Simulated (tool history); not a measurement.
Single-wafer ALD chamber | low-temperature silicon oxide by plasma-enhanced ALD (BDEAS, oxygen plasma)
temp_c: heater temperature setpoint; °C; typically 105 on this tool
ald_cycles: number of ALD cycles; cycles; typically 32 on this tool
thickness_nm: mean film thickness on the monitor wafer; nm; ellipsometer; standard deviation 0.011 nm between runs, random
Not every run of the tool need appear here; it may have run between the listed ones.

run,hour,temp_c,ald_cycles,"read-back reference wafer on the same gauge, thickness_nm",thickness_nm
1,0,105,32,5.237,4.548
2,27.9,105,32,5.239,4.542
3,98.4,105,32,5.24,4.54
4,132.1,115,32,5.242,4.434
5,144.3,115,32,5.238,4.439
6,177.2,115,32,5.242,4.458
7,210,99,32,5.238,4.606
8,244.6,105,32,5.241,4.527
9,270.3,105,32,5.243,4.51
10,302.7,105,32,5.243,4.54
11,321.8,105,32,5.24,4.509
12,339.1,97,28,5.241,4.035
13,367.5,97,28,5.241,4.036
14,382.2,105,32,5.242,4.521
15,410.7,105,27,5.238,3.81
16,443.5,105,27,5.238,3.8
17,466.5,105,27,5.24,3.803
18,496,95,32,5.239,4.65
19,510.2,95,32,5.241,4.626
20,523.1,95,32,5.239,4.616
# hour 530.1: gauge calibrated
21,547.6,105,32,5.24,4.51
22,578.3,105,32,5.24,4.518
23,596.8,105,32,5.238,4.486
24,615.3,105,29,5.239,4.078
25,642.4,110,36,5.24,5.018
26,677.7,114,32,5.241,4.397
27,698.4,105,32,5.238,4.495
28,716.7,91,35,5.242,5.086
29,732.7,94,35,5.239,5.052
30,767.1,105,32,5.24,4.478
31,799.3,95,32,5.239,4.572
# hour 817.3: thermocouple changed; heater temperature recalibrated
32,828.1,105,32,5.24,4.538
33,859,105,32,5.242,4.541
34,878.1,114,28,5.241,3.882
35,911,105,32,5.241,4.528
36,925.9,92,28,5.238,4.133
37,957.3,105,32,5.238,4.521
38,979.6,117,30,5.24,4.154
39,993.4,117,26,5.243,3.576
40,1019.1,91,26,5.241,3.853
41,1036.8,118,37,5.239,5.09
42,1056.5,115,30,5.243,4.13
43,1118.6,105,35,5.238,4.941
44,1142.9,109,30,5.24,4.194
45,1166.4,96,35,5.24,5.071
46,1201.9,94,36,5.241,5.216
47,1220.1,113,37,5.24,5.112

Below, some changes in thickness_nm between adjacent runs. For each, the amount present without the hidden state too (settings, incoming material, random variation) and the amount remaining for the hidden state with gauge scatter not shared by both compared results:
Hidden state at play: wafer temperature above the value expected at the setpoint (K); gauge reads high (%).
Run 24 -> 25: temp_c 105 -> 110, ald_cycles 29 -> 36. thickness_nm +0.94 nm: hidden state -0.01, all else +0.95.
Run 27 -> 28: temp_c 105 -> 91, ald_cycles 32 -> 35. thickness_nm +0.591 nm: hidden state -0.056, all else +0.647.
Run 30 -> 31: temp_c 105 -> 95. thickness_nm +0.094 nm: hidden state -0.058, all else +0.152.
Run 31 -> 32: temp_c 95 -> 105, thermocouple changed; heater temperature recalibrated. thickness_nm -0.034 nm: hidden state +0.101, all else -0.135.
Run 40 -> 41: temp_c 91 -> 118, ald_cycles 26 -> 37. thickness_nm +1.237 nm: hidden state +0.004, all else +1.233.
Run 41 -> 42: temp_c 118 -> 115, ald_cycles 37 -> 30. thickness_nm -0.96 nm: hidden state +0.002, all else -0.962.

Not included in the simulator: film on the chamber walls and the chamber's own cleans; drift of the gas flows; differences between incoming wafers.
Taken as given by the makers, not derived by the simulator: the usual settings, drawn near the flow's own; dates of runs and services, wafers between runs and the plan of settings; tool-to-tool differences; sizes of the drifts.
